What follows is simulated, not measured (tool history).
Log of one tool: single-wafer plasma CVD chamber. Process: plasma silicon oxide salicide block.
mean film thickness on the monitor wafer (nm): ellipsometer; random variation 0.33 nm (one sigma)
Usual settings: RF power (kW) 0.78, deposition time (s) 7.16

run    hour  RF power (kW)  deposition time (s)  read-back reference wafer on the same gauge, thickness_nm  mean film thickness on the monitor wafer (nm)
  1       0           0.78                 7.16                                                     82.119                                         72.143
  2    86.3           0.78                 7.16                                                     82.222                                         72.535
  3   138.9           0.78                 7.64                                                     82.266                                         77.566
  4   205.1           0.78                 7.64                                                     82.304                                         77.163
  5   270.9           0.78                 7.16                                                     82.054                                         72.188
  6   345.9           0.78                 7.16                                                     82.233                                         72.507
  7     386           0.78                 7.16                                                     82.303                                         72.466
  8   491.5           0.78                 7.16                                                     82.308                                         72.639
  9   591.3           0.78                 7.16                                                     82.219                                         72.324
 10   698.8           0.78                 8.08                                                     82.317                                         82.025
 11   742.6           0.78                 8.08                                                      82.03                                         81.303
 12   788.5           0.78                 7.16                                                     82.178                                         72.479
 13   836.1           0.78                 7.16                                                      82.15                                         71.851
 14     907           0.78                 7.16                                                     82.274                                          72.67
 15     964           0.78                 6.28                                                     82.247                                         63.822
     1009.1  -- RF generator calibrated
 16  1029.8           0.78                 6.28                                                     82.162                                         63.617
 17  1132.3           0.78                 6.28                                                     82.176                                         63.705
 18  1183.4           0.78                    8                                                     82.237                                         80.108
 19  1229.1           0.78                 7.16                                                     82.318                                          72.36
 20  1290.6           0.78                 7.16                                                     82.163                                         72.129
     1329.5  -- gauge calibrated
 21  1336.2           0.78                 6.82                                                     82.301                                         69.126
     1383.6  -- showerhead replaced
 22  1426.5          0.905                 8.32                                                     82.413                                         88.934
 23  1494.8          0.715                 7.87                                                     82.201                                         77.499
 24  1538.2           0.78                 7.57                                                     82.389                                         76.377
 25  1611.7           0.78                 7.16                                                     82.064                                         72.172
 26  1707.6          0.905                 8.32                                                     82.202                                         88.965
 27    1747           0.78                 7.16                                                     82.216                                         72.876
 28  1836.4           0.71                 7.88                                                     82.121                                         76.773
 29  1878.4           0.78                 7.16                                                     82.042                                         72.106
 30  1985.2          0.685                 6.17                                                     82.158                                         59.734
 31  2052.3           0.72                 7.99                                                     82.125                                          78.26
 32  2125.6           0.88                 8.06                                                     82.112                                         84.475
 33  2228.7           0.78                 7.16                                                     82.355                                         71.966
 34  2336.5           0.78                 7.16                                                      82.23                                         72.547
 35  2433.5           0.88                 6.64                                                      82.18                                         70.123
 36  2663.3           0.78                 7.16                                                     82.075                                         71.978
 37  2935.4           0.83                 7.16                                                     82.094                                         73.704
 38  3037.2           0.84                 7.66                                                     82.169                                         79.591
     3073.7  -- RF generator calibrated
 39  3105.5           0.84                 7.16                                                     82.191                                         74.063
 40    3153           0.73                 8.01                                                     82.116                                         79.748
 41  3202.8            0.7                 8.41                                                      82.16                                         81.822
 42  3286.3          0.855                 8.34                                                     82.113                                         86.764
 43  3371.8          0.895                 8.18                                                     82.249                                         86.987
 44    3436           0.78                 7.16                                                     82.065                                         72.674

4 ways to go on from here, each from the tool as it stands after run 44. What would each give?
  A  3436.4           0.78                 7.16                                                          ?                                              ?
  B  3436.4          0.635                 5.84                                                          ?                                              ?
  C  3436.4            0.7                 8.43                                                          ?                                              ?
  D  3436.4          0.915                 7.84                                                          ?                                              ?

run  read-back reference wafer on the same gauge, thickness_nm  mean film thickness on the monitor wafer (nm)
  A                                                     82.114                                         72.854
  B                                                     82.114                                         55.157
  C                                                     82.114                                         82.512
  D                                                     82.114                                         84.357
Without the tool's hidden state the same runs would have given:
run  mean film thickness on the monitor wafer (nm)
  A                                         72.854
  B                                         55.157
  C                                         82.512
  D                                         84.357
